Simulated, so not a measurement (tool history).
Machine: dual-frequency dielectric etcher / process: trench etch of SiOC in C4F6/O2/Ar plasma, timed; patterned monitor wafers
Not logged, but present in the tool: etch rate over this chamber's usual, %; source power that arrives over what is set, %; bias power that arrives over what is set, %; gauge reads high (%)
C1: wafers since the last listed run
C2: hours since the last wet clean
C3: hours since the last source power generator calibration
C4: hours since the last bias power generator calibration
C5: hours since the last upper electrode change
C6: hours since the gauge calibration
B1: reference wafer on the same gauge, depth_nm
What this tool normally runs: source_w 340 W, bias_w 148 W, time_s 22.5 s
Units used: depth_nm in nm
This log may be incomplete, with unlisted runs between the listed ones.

run 1 hour=0 | source_w=340 bias_w=148 time_s=22.5 | C1=0 C2=145.6 C3=3202.4 C4=974.8 C5=3195.9 C6=931.9 | B1=49.27 | depth_nm=41.21
run 2 hour=30.2 | source_w=290 bias_w=122 time_s=22.5 | C1=289 C2=175.8 C3=3232.6 C4=1005 C5=3226.1 C6=962.1 | B1=49.25 | depth_nm=35.3
run 3 hour=65.9 | source_w=290 bias_w=122 time_s=22.5 | C1=341 C2=211.5 C3=3268.3 C4=1040.7 C5=3261.8 C6=997.8 | B1=49.32 | depth_nm=35.99
run 4 hour=86.3 | source_w=290 bias_w=122 time_s=22.5 | C1=195 C2=231.9 C3=3288.7 C4=1061.1 C5=3282.2 C6=1018.2 | B1=49.33 | depth_nm=35.77
run 5 hour=114.1 | source_w=390 bias_w=148 time_s=22.5 | C1=266 C2=259.7 C3=3316.5 C4=1088.9 C5=3310 C6=1046 | B1=49.36 | depth_nm=45.33
run 6 hour=136.6 | source_w=340 bias_w=140 time_s=22.5 | C1=215 C2=282.2 C3=3339 C4=1111.4 C5=3332.5 C6=1068.5 | B1=49.33 | depth_nm=41.1
-- hour=161.7 gauge calibrated
run 7 hour=166.4 | source_w=340 bias_w=148 time_s=22.5 | C1=285 C2=312 C3=3368.8 C4=1141.2 C5=3362.3 C6=4.7 | B1=49.26 | depth_nm=41.77
run 8 hour=200.2 | source_w=340 bias_w=148 time_s=22.5 | C1=323 C2=345.8 C3=3402.6 C4=1175 C5=3396.1 C6=38.5 | B1=49.21 | depth_nm=42.81
run 9 hour=270 | source_w=340 bias_w=148 time_s=19 | C1=668 C2=415.6 C3=3472.4 C4=1244.8 C5=3465.9 C6=108.3 | B1=49.28 | depth_nm=35.9
-- hour=320.5 upper electrode replaced
run 10 hour=321 | source_w=340 bias_w=148 time_s=19 | C1=258 C2=466.6 C3=3523.4 C4=1295.8 C5=0.5 C6=159.3 | B1=49.22 | depth_nm=36.06
run 11 hour=335.3 | source_w=340 bias_w=119 time_s=22.5 | C1=136 C2=480.9 C3=3537.7 C4=1310.1 C5=14.8 C6=173.6 | B1=49.35 | depth_nm=40.25
-- hour=360.9 source power generator calibrated
-- hour=384.8 wet clean of the chamber
run 12 hour=385.3 | source_w=340 bias_w=119 time_s=22.5 | C1=211 C2=0.5 C3=24.4 C4=1360.1 C5=64.8 C6=223.6 | B1=49.27 | depth_nm=38.9
run 13 hour=385.6 | source_w=340 bias_w=148 time_s=22.5 | C1=2 C2=0.8 C3=24.7 C4=1360.4 C5=65.1 C6=223.9 | B1=49.26 | depth_nm=41.4
run 14 hour=407.9 | source_w=340 bias_w=148 time_s=22.5 | C1=213 C2=23.1 C3=47 C4=1382.7 C5=87.4 C6=246.2 | B1=49.34 | depth_nm=41.44
run 15 hour=420.5 | source_w=340 bias_w=148 time_s=22.5 | C1=120 C2=35.7 C3=59.6 C4=1395.3 C5=100 C6=258.8 | B1=49.32 | depth_nm=40.85
run 16 hour=444.3 | source_w=340 bias_w=137 time_s=17.5 | C1=227 C2=59.5 C3=83.4 C4=1419.1 C5=123.8 C6=282.6 | B1=49.32 | depth_nm=31.44
run 17 hour=471.2 | source_w=290 bias_w=148 time_s=22.5 | C1=257 C2=86.4 C3=110.3 C4=1446 C5=150.7 C6=309.5 | B1=49.37 | depth_nm=36.8
-- hour=521.9 bias power generator calibrated
run 18 hour=522.4 | source_w=300 bias_w=183 time_s=16.5 | C1=451 C2=137.6 C3=161.5 C4=0.5 C5=201.9 C6=360.7 | B1=49.27 | depth_nm=29.78
run 19 hour=554.2 | source_w=340 bias_w=148 time_s=22.5 | C1=304 C2=169.4 C3=193.3 C4=32.3 C5=233.7 C6=392.5 | B1=49.35 | depth_nm=41.51
run 20 hour=579.6 | source_w=280 bias_w=184 time_s=20 | C1=243 C2=194.8 C3=218.7 C4=57.7 C5=259.1 C6=417.9 | B1=49.23 | depth_nm=34.54
run 21 hour=597.4 | source_w=290 bias_w=174 time_s=15.5 | C1=170 C2=212.6 C3=236.5 C4=75.5 C5=276.9 C6=435.7 | B1=49.35 | depth_nm=27.48
run 22 hour=623.9 | source_w=280 bias_w=131 time_s=22.5 | C1=253 C2=239.1 C3=263 C4=102 C5=303.4 C6=462.2 | B1=49.31 | depth_nm=35.54
run 23 hour=647.1 | source_w=290 bias_w=148 time_s=17 | C1=222 C2=262.3 C3=286.2 C4=125.2 C5=326.6 C6=485.4 | B1=49.3 | depth_nm=28.63
run 24 hour=666.3 | source_w=410 bias_w=148 time_s=22.5 | C1=183 C2=281.5 C3=305.4 C4=144.4 C5=345.8 C6=504.6 | B1=49.28 | depth_nm=46.91
run 25 hour=687.1 | source_w=260 bias_w=148 time_s=20.5 | C1=199 C2=302.3 C3=326.2 C4=165.2 C5=366.6 C6=525.4 | B1=49.32 | depth_nm=31.85
run 26 hour=714.7 | source_w=340 bias_w=183 time_s=22.5 | C1=264 C2=329.9 C3=353.8 C4=192.8 C5=394.2 C6=553 | B1=49.23 | depth_nm=44.79
run 27 hour=739.1 | source_w=420 bias_w=148 time_s=29 | C1=233 C2=354.3 C3=378.2 C4=217.2 C5=418.6 C6=577.4 | B1=49.3 | depth_nm=61.55
run 28 hour=760.1 | source_w=370 bias_w=171 time_s=29 | C1=201 C2=375.3 C3=399.2 C4=238.2 C5=439.6 C6=598.4 | B1=49.22 | depth_nm=59.97
run 29 hour=863.3 | source_w=340 bias_w=148 time_s=22.5 | C1=988 C2=478.5 C3=502.4 C4=341.4 C5=542.8 C6=701.6 | B1=49.3 | depth_nm=42.81
run 30 hour=889.5 | source_w=320 bias_w=160 time_s=22.5 | C1=250 C2=504.7 C3=528.6 C4=367.6 C5=569 C6=727.8 | B1=49.35 | depth_nm=42.47
run 31 hour=916.1 | source_w=380 bias_w=133 time_s=24.5 | C1=254 C2=531.3 C3=555.2 C4=394.2 C5=595.6 C6=754.4 | B1=49.27 | depth_nm=48.81

Selected run-to-run steps in depth_nm, each split into two signed amounts: the part the tool would show with no hidden state at all (from settings, incoming material and random variation), and the remainder, which goes to the hidden state together with any gauge scatter not common to the measured and the hidden-state-free results:
Run 11 -> 12: source power generator calibrated, wet clean of the chamber. depth_nm -1.35 nm: hidden state -1.43, all else +0.08.
Run 23 -> 24: source_w 290 -> 410, time_s 17 -> 22.5. depth_nm +18.28 nm: hidden state +0.41, all else +17.87.
Run 26 -> 27: source_w 340 -> 420, bias_w 183 -> 148, time_s 22.5 -> 29. depth_nm +16.76 nm: hidden state +0.51, all else +16.25.
Run 28 -> 29: source_w 370 -> 340, bias_w 171 -> 148, time_s 29 -> 22.5. depth_nm -17.16 nm: hidden state -0.15, all else -17.01.
